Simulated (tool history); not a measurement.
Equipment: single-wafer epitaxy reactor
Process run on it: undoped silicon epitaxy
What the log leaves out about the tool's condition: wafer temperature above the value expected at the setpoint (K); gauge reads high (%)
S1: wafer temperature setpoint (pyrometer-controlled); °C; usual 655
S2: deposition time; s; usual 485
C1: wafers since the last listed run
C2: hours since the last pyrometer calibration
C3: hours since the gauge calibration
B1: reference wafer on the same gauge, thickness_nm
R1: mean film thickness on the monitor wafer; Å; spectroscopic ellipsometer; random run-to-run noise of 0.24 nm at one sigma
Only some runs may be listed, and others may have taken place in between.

run	day	S1	S2	C1	C2	C3	B1	R1
1	0	655	485	0	1731	108.4	112.631	883.29
2	0.396	655	485	38	1740.5	117.9	112.679	877.84
# day 0.504: gauge calibrated
3	0.983	655	485	56	1754.6	11.5	112.586	877.74
4	1.621	655	485	61	1769.9	26.8	112.553	877.52
5	2.042	655	485	40	1780	36.9	112.508	876.26
# day 2.6: pyrometer calibrated
6	2.621	655	485	23	0.5	50.8	112.57	999.34
7	2.871	655	485	24	6.5	56.8	112.627	998.97
8	3.392	651	485	50	19	69.3	112.587	928.98
9	3.908	659	543	49	31.4	81.7	112.509	1203.51
10	4.5	662	515	56	45.6	95.9	112.676	1203.53
11	5.046	646	558	52	58.7	109	112.684	963.47
# day 5.433: gauge calibrated
12	5.758	661	439	68	75.8	7.8	112.586	1007.6
13	6.446	655	485	66	92.3	24.3	112.594	990.26
14	7.304	655	485	82	112.9	44.9	112.658	986.84

How would selected steps in R1 from run to run divide? Give the signed amount a tool lacking its hidden state would still show from settings, what came in and random variation, and the signed amount left for the hidden state, including any gauge scatter that is not in both of the compared results.
Run 5 -> 6: pyrometer calibrated. R1 +123.08 Å: hidden state +119.32, all else +3.76.
Run 8 -> 9: S1 651 -> 659, S2 485 -> 543. R1 +274.53 Å: hidden state +0.32, all else +274.21.
